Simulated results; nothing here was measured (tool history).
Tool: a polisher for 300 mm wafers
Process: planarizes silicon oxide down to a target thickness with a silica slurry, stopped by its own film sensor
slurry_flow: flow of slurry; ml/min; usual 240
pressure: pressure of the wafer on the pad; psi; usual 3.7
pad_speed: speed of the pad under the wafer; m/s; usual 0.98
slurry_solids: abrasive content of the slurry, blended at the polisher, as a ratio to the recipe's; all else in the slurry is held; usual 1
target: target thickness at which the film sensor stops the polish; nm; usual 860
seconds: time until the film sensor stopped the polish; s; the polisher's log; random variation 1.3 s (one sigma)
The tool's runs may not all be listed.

run	day	slurry_flow	pressure	pad_speed	slurry_solids	target	incoming thickness of the incoming film, nm	seconds
1	0	240	3.7	0.98	1	860	1183.9	121
# day 2.262: worn pad replaced by a new one
2	3.55	240	3.7	0.84	1	860	1169.7	122.1
3	6.212	240	2.7	0.98	0.8	860	1178.4	159.7
# day 6.492: slurry nozzle cleaned
4	8.208	240	3.7	0.98	1.15	860	1188.1	115.1
5	11.454	240	3.7	0.68	1	860	1159.7	130
6	13.733	240	3.7	0.84	1	860	1183.8	131
7	16.767	240	4.3	0.76	1	860	1182.2	121.9
8	18.621	190	2.7	0.98	1	860	1177.9	147.4
9	21.771	240	3.7	0.98	1	860	1197.2	122.8
# day 22.525: conditioning disc replaced and pad reconditioned
10	23.308	270	3.7	0.9	1	860	1180.6	119.6
# day 23.808: slurry blender recalibrated
11	25.942	265	4.1	1.12	0.75	860	1184.7	111.8
# day 28.188: worn pad replaced by a new one
# day 36.888: slurry nozzle cleaned
12	38.925	240	3.7	1.1	1	926	1183.2	85.7
# day 39.754: head pressure recalibrated
13	41	240	3.7	0.98	1	860	1198.1	125.5
14	43.55	190	2.7	0.98	1	860	1191.9	155.3
15	47.112	240	4.2	0.98	1	950	1173.1	73.7
16	49.358	240	3.7	1.1	1	965	1170.4	70
17	51.108	240	2.9	0.74	1	860	1188.1	168.9
18	53.338	175	3.3	0.98	1	810	1183.9	153.3
# day 54.483: conditioning disc replaced and pad reconditioned
19	55.258	280	3.7	0.98	1	860	1199.7	124.9
# day 55.854: slurry blender recalibrated
20	57.871	195	3.7	0.98	1	860	1196.3	124.7
# day 60.108: worn pad replaced by a new one
21	60.458	240	3.7	0.78	1	758	1191	180.6
22	62.908	240	3.7	1.28	1.15	960	1162.9	61.1
23	65.8	270	3.7	0.9	1	860	1168.8	116.9
24	68.95	200	2.8	0.82	1	812	1182.1	183.3
25	70.5	240	3.7	0.98	1.1	953	1201.2	88.6

Forecast each of these 4 alternatives for the next run:
A	70.521	240	3.7	0.98	1	860	1176.6	?
B	70.521	265	3.7	1.28	1	860	1176.6	?
C	70.521	180	3.7	1.14	0.8	907	1176.6	?
D	70.521	240	4.3	1.18	0.75	860	1176.6	?

run	seconds
A	116.2
B	99.5
C	100.6
D	104.1
Without the tool's hidden state the same runs would have given:
run	seconds
A	118.2
B	101.2
C	102.3
D	105.9

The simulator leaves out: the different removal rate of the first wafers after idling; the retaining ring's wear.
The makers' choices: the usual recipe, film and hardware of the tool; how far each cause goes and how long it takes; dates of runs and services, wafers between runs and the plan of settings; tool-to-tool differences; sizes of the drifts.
